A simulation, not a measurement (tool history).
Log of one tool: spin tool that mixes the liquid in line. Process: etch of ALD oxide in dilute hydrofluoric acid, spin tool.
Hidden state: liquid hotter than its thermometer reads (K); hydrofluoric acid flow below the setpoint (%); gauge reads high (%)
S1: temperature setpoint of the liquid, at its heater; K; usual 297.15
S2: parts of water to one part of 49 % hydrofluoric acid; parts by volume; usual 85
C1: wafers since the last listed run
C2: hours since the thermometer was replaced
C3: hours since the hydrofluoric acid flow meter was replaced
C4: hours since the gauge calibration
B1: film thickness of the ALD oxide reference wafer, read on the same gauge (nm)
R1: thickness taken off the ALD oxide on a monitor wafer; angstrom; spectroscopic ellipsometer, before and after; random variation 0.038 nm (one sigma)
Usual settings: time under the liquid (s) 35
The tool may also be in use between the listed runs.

{"run": 1, "day": 0.0, "S1": 297.15, "S2": 85, "time under the liquid (s)": 35, "C1": 0, "C2": 1480.2, "C3": 983.9, "C4": 173.2, "B1": 59.99, "R1": 65.1}
{"run": 2, "day": 1.662, "S1": 297.15, "S2": 110, "time under the liquid (s)": 35, "C1": 397, "C2": 1520.1, "C3": 1023.8, "C4": 213.1, "B1": 59.99, "R1": 48}
{"run": 3, "day": 2.188, "S1": 296.15, "S2": 85, "time under the liquid (s)": 35, "C1": 125, "C2": 1532.7, "C3": 1036.4, "C4": 225.7, "B1": 59.98, "R1": 61.6}
{"run": 4, "day": 2.925, "S1": 296.15, "S2": 85, "time under the liquid (s)": 35, "C1": 176, "C2": 1550.4, "C3": 1054.1, "C4": 243.4, "B1": 60, "R1": 62.1}
{"run": 5, "day": 3.583, "S1": 297.15, "S2": 85, "time under the liquid (s)": 25, "C1": 157, "C2": 1566.2, "C3": 1069.9, "C4": 259.2, "B1": 60.02, "R1": 46.6}
{"run": 6, "day": 4.242, "S1": 297.15, "S2": 85, "time under the liquid (s)": 25, "C1": 157, "C2": 1582, "C3": 1085.7, "C4": 275, "B1": 59.95, "R1": 46}
{"run": 7, "day": 4.717, "S1": 297.15, "S2": 85, "time under the liquid (s)": 35, "C1": 113, "C2": 1593.4, "C3": 1097.1, "C4": 286.4, "B1": 60.01, "R1": 64.7}
{"run": 8, "day": 5.092, "S1": 297.15, "S2": 85, "time under the liquid (s)": 35, "C1": 89, "C2": 1602.4, "C3": 1106.1, "C4": 295.4, "B1": 59.97, "R1": 65.1}
{"run": 9, "day": 5.392, "S1": 297.15, "S2": 85, "time under the liquid (s)": 35, "C1": 71, "C2": 1609.6, "C3": 1113.3, "C4": 302.6, "B1": 60.01, "R1": 65.8}
{"run": 10, "day": 5.779, "S1": 295.65, "S2": 85, "time under the liquid (s)": 35, "C1": 92, "C2": 1618.9, "C3": 1122.6, "C4": 311.9, "B1": 59.99, "R1": 61.7}
{"run": 11, "day": 6.279, "S1": 295.65, "S2": 85, "time under the liquid (s)": 35, "C1": 119, "C2": 1630.9, "C3": 1134.6, "C4": 323.9, "B1": 59.99, "R1": 61.2}
{"run": 12, "day": 6.562, "S1": 295.65, "S2": 85, "time under the liquid (s)": 35, "C1": 67, "C2": 1637.7, "C3": 1141.4, "C4": 330.7, "B1": 59.96, "R1": 61.4}
{"day": 7.2, "done": "thermometer replaced"}
{"run": 13, "day": 7.275, "S1": 297.15, "S2": 85, "time under the liquid (s)": 35, "C1": 160, "C2": 1.8, "C3": 1158.5, "C4": 347.8, "B1": 60.04, "R1": 60.3}
{"run": 14, "day": 7.829, "S1": 297.15, "S2": 85, "time under the liquid (s)": 35, "C1": 132, "C2": 15.1, "C3": 1171.8, "C4": 361.1, "B1": 59.98, "R1": 60.8}
{"run": 15, "day": 8.508, "S1": 299.15, "S2": 85, "time under the liquid (s)": 35, "C1": 162, "C2": 31.4, "C3": 1188.1, "C4": 377.4, "B1": 59.99, "R1": 65.9}
{"run": 16, "day": 8.912, "S1": 299.15, "S2": 85, "time under the liquid (s)": 35, "C1": 96, "C2": 41.1, "C3": 1197.8, "C4": 387.1, "B1": 59.99, "R1": 65.2}
{"run": 17, "day": 9.512, "S1": 297.15, "S2": 85, "time under the liquid (s)": 35, "C1": 143, "C2": 55.5, "C3": 1212.2, "C4": 401.5, "B1": 60.03, "R1": 60}
{"run": 18, "day": 9.833, "S1": 297.15, "S2": 85, "time under the liquid (s)": 35, "C1": 76, "C2": 63.2, "C3": 1219.9, "C4": 409.2, "B1": 60.02, "R1": 60.8}
{"day": 9.979, "done": "gauge calibrated"}
{"run": 19, "day": 10.475, "S1": 300.65, "S2": 85, "time under the liquid (s)": 35, "C1": 153, "C2": 78.6, "C3": 1235.3, "C4": 11.9, "B1": 59.99, "R1": 69.3}
{"run": 20, "day": 10.938, "S1": 302.15, "S2": 65, "time under the liquid (s)": 15, "C1": 110, "C2": 89.7, "C3": 1246.4, "C4": 23, "B1": 60.01, "R1": 42.8}
{"run": 21, "day": 11.2, "S1": 295.15, "S2": 85, "time under the liquid (s)": 20, "C1": 62, "C2": 96, "C3": 1252.7, "C4": 29.3, "B1": 60.01, "R1": 31.8}
{"run": 22, "day": 11.825, "S1": 302.15, "S2": 85, "time under the liquid (s)": 25, "C1": 149, "C2": 111, "C3": 1267.7, "C4": 44.3, "B1": 60, "R1": 52.8}
{"run": 23, "day": 12.258, "S1": 297.15, "S2": 85, "time under the liquid (s)": 35, "C1": 103, "C2": 121.4, "C3": 1278.1, "C4": 54.7, "B1": 60.02, "R1": 60.9}
{"run": 24, "day": 12.762, "S1": 297.15, "S2": 85, "time under the liquid (s)": 35, "C1": 120, "C2": 133.5, "C3": 1290.2, "C4": 66.8, "B1": 60.02, "R1": 60.9}
{"run": 25, "day": 13.179, "S1": 297.15, "S2": 85, "time under the liquid (s)": 35, "C1": 99, "C2": 143.5, "C3": 1300.2, "C4": 76.8, "B1": 60.01, "R1": 60.1}
{"day": 15.0, "done": "hydrofluoric acid flow meter replaced"}
{"run": 26, "day": 15.3, "S1": 297.15, "S2": 85, "time under the liquid (s)": 40, "C1": 496, "C2": 194.4, "C3": 7.2, "C4": 127.7, "B1": 60.04, "R1": 69.6}
{"run": 27, "day": 15.671, "S1": 294.65, "S2": 110, "time under the liquid (s)": 25, "C1": 88, "C2": 203.3, "C3": 16.1, "C4": 136.6, "B1": 59.95, "R1": 29.6}
{"run": 28, "day": 16.054, "S1": 292.65, "S2": 85, "time under the liquid (s)": 50, "C1": 91, "C2": 212.5, "C3": 25.3, "C4": 145.8, "B1": 60.02, "R1": 72.5}
{"run": 29, "day": 16.696, "S1": 297.15, "S2": 85, "time under the liquid (s)": 35, "C1": 153, "C2": 227.9, "C3": 40.7, "C4": 161.2, "B1": 60.02, "R1": 61.2}
{"run": 30, "day": 18.692, "S1": 297.15, "S2": 100, "time under the liquid (s)": 35, "C1": 476, "C2": 275.8, "C3": 88.6, "C4": 209.1, "B1": 59.98, "R1": 51.3}
{"run": 31, "day": 19.246, "S1": 301.15, "S2": 85, "time under the liquid (s)": 20, "C1": 132, "C2": 289.1, "C3": 101.9, "C4": 222.4, "B1": 59.98, "R1": 41.3}
{"run": 32, "day": 19.738, "S1": 302.15, "S2": 65, "time under the liquid (s)": 15, "C1": 117, "C2": 300.9, "C3": 113.7, "C4": 234.2, "B1": 60.01, "R1": 42.9}
{"run": 33, "day": 20.333, "S1": 297.15, "S2": 115, "time under the liquid (s)": 55, "C1": 142, "C2": 315.2, "C3": 128, "C4": 248.5, "B1": 59.96, "R1": 68.2}
{"run": 34, "day": 20.721, "S1": 301.65, "S2": 85, "time under the liquid (s)": 50, "C1": 92, "C2": 324.5, "C3": 137.3, "C4": 257.8, "B1": 59.98, "R1": 105.2}
{"run": 35, "day": 21.4, "S1": 297.15, "S2": 85, "time under the liquid (s)": 35, "C1": 162, "C2": 340.8, "C3": 153.6, "C4": 274.1, "B1": 60.02, "R1": 61.3}

4 ways to go on from here, each from the tool as it stands after run 35. What would each give?
{"run": "A", "day": 21.417, "S1": 299.65, "S2": 85, "time under the liquid (s)": 35, "C1": 3, "C2": 341.2, "C3": 154, "C4": 274.5, "B1": "?", "R1": "?"}
{"run": "B", "day": 21.417, "S1": 300.15, "S2": 60, "time under the liquid (s)": 45, "C1": 3, "C2": 341.2, "C3": 154, "C4": 274.5, "B1": "?", "R1": "?"}
{"run": "C", "day": 21.417, "S1": 292.15, "S2": 75, "time under the liquid (s)": 25, "C1": 3, "C2": 341.2, "C3": 154, "C4": 274.5, "B1": "?", "R1": "?"}
{"run": "D", "day": 21.417, "S1": 299.15, "S2": 120, "time under the liquid (s)": 45, "C1": 3, "C2": 341.2, "C3": 154, "C4": 274.5, "B1": "?", "R1": "?"}

run=A B1=59.98 R1=67.8
run=B B1=59.98 R1=130.4
run=C B1=59.98 R1=41.1
run=D B1=59.98 R1=57.9
Without the tool's hidden state the same runs would have given:
run=A R1=65.7
run=B R1=126.2
run=C R1=39.7
run=D R1=56.1
